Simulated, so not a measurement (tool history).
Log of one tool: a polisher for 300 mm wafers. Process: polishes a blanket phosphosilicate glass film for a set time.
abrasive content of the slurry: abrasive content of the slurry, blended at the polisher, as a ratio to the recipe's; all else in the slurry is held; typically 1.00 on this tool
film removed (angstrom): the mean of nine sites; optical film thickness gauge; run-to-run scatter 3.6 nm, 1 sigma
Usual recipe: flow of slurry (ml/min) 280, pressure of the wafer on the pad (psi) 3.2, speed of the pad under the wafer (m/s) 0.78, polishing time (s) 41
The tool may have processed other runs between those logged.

run,day,flow of slurry (ml/min),pressure of the wafer on the pad (psi),speed of the pad under the wafer (m/s),abrasive content of the slurry,polishing time (s),"incoming thickness of the incoming film, nm",film removed (angstrom)
1,0.000,280,3.2,0.78,1.00,41,4187.3,3513
# day 1.250: worn pad replaced by a new one
2,1.271,240,3.2,0.78,1.00,41,4206.5,3391
3,2.312,280,3.2,0.78,1.00,41,4157.3,3491
4,3.792,280,3.2,0.78,1.00,41,4145.4,3483
# day 4.633: slurry blender recalibrated
5,6.321,280,3.2,0.78,1.00,41,4146.4,3402
# day 8.146: conditioning disc replaced and pad reconditioned
6,9.150,280,3.2,0.78,1.15,41,4149.6,3565
# day 11.362: worn pad replaced by a new one
7,11.712,280,3.2,0.78,1.15,41,4170.3,3627
8,13.096,280,3.2,0.78,1.00,41,4143.3,3360
# day 16.400: slurry nozzle cleaned
9,17.100,280,3.2,0.78,1.00,41,4217.6,3342
10,18.488,280,3.2,0.78,1.00,41,4161.4,3269
# day 18.979: slurry blender recalibrated
11,20.458,280,3.2,0.56,1.15,41,4188.9,2714
# day 20.725: worn pad replaced by a new one
12,21.554,280,3.2,0.90,1.00,50,4204.8,4514
# day 21.996: conditioning disc replaced and pad reconditioned
13,22.954,280,3.2,0.78,1.00,41,4233.3,3350
# day 23.550: slurry nozzle cleaned, repeated, since the last time left the tool worse
14,25.712,330,3.5,0.52,1.00,41,4108.2,2797
# day 26.008: head pressure recalibrated
15,27.404,280,3.2,0.64,1.00,41,4194.9,3045
16,30.067,280,4.1,0.78,1.00,45,4114.4,4584
# day 31.329: worn pad replaced by a new one
# day 31.742: slurry blender recalibrated
17,32.879,280,3.8,0.70,1.00,41,4218.0,3696
18,35.604,195,3.2,0.58,1.00,41,4169.9,2792
19,36.996,280,3.2,0.78,1.00,41,4109.8,3508
# day 37.088: conditioning disc replaced and pad reconditioned
20,38.104,280,2.8,0.70,1.00,41,4147.6,2924
21,39.379,280,3.2,0.78,1.00,41,4187.9,3460
22,40.825,195,2.8,0.78,1.30,35,4153.9,2859
# day 42.800: worn pad replaced by a new one
23,43.396,250,4.1,0.78,1.15,54,4086.3,5612

Run 24 comes next. What will it give?
# day 44.867: slurry blender recalibrated
24,46.008,280,4.1,0.78,1.15,41,4176.0,?

{"run 24": {"film removed (angstrom)": 4306}}
Were there no unlogged condition in the tool, this run, its random variation unchanged, would have produced film removed (angstrom) 4356.

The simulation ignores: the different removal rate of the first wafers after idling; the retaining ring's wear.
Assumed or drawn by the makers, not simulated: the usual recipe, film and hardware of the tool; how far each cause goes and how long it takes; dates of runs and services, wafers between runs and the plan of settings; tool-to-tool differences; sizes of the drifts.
